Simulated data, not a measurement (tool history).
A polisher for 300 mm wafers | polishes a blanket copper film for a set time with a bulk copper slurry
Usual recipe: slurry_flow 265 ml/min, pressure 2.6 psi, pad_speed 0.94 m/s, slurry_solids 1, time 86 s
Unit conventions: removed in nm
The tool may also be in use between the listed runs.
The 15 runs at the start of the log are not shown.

run,day,slurry_flow,pressure,pad_speed,slurry_solids,time,wafers since the last listed run,wafers polished on this pad,hours since the slurry nozzle was cleaned,hours since the head pressure was calibrated,hours since the slurry blender was calibrated,"incoming thickness of the incoming film, nm",removed
16,25.867,265,2.6,0.86,1,73,310,1237,318.9,794.2,136.3,4209.4,534.5
17,27.333,265,2.6,0.94,1,86,201,1439,354.1,829.4,171.5,4209.2,673.2
18,28.533,265,2.6,0.94,1,108,164,1603,382.9,858.2,200.3,4117.8,863.6
# day 29.333: worn pad replaced by a new one
19,30.504,265,2.6,0.94,1,86,247,161,430.2,905.5,247.6,4192.2,687.5
20,32.496,265,2.9,1.12,1,62,273,434,478,953.3,295.4,4144.1,606.2
# day 32.938: slurry blender recalibrated
21,34.742,340,2.6,0.64,1,86,297,731,531.9,1007.2,43.3,4201,515.1
22,42.142,265,2.6,0.94,1,86,1016,1748,709.5,1184.8,220.9,4149,693.8
# day 42.638: head pressure recalibrated
23,43.612,190,2.1,1.26,1,98,190,1939,744.8,23.4,256.2,4161.3,793.6
# day 44.317: worn pad replaced by a new one
24,44.767,305,2.6,0.94,1,86,135,61,772.5,51.1,283.9,4209.6,664.9
# day 45.7: slurry blender recalibrated
25,47.35,265,2.6,0.94,1,86,343,405,834.5,113.1,39.6,4261.7,657.6
# day 48.771: slurry nozzle cleaned
26,49.288,265,2.6,1.12,1,86,260,665,12.4,159.6,86.1,4197.2,764.2
27,50.758,265,2.6,0.94,1,86,202,867,47.7,194.9,121.4,4188.3,670.3
28,52.283,265,2.6,0.94,0.9,61,209,1077,84.3,231.5,158,4155.2,467.9
29,54.133,335,2.6,0.94,1,86,254,1331,128.7,275.9,202.4,4267.5,689.6
# day 55.917: worn pad replaced by a new one
30,56.167,325,2.6,0.94,1,86,256,34,177.5,324.7,251.2,4205.4,697.6
31,57.217,350,2.1,0.94,1.3,86,144,178,202.7,349.9,276.4,4169.6,636.1

Forecast each of these 3 alternatives for the next run:
A,57.233,265,2.6,0.72,1,86,2,180,203.1,350.3,276.8,4098.8,?
B,57.233,265,2.6,0.94,1,99,2,180,203.1,350.3,276.8,4098.8,?
C,57.233,195,2.1,1.22,1,95,2,180,203.1,350.3,276.8,4098.8,?

run,removed
A,546.7
B,773.5
C,766.3
Stripped of hidden state, with their random variation kept, the same runs would have yielded:
run,removed
A,530.1
B,750
C,743
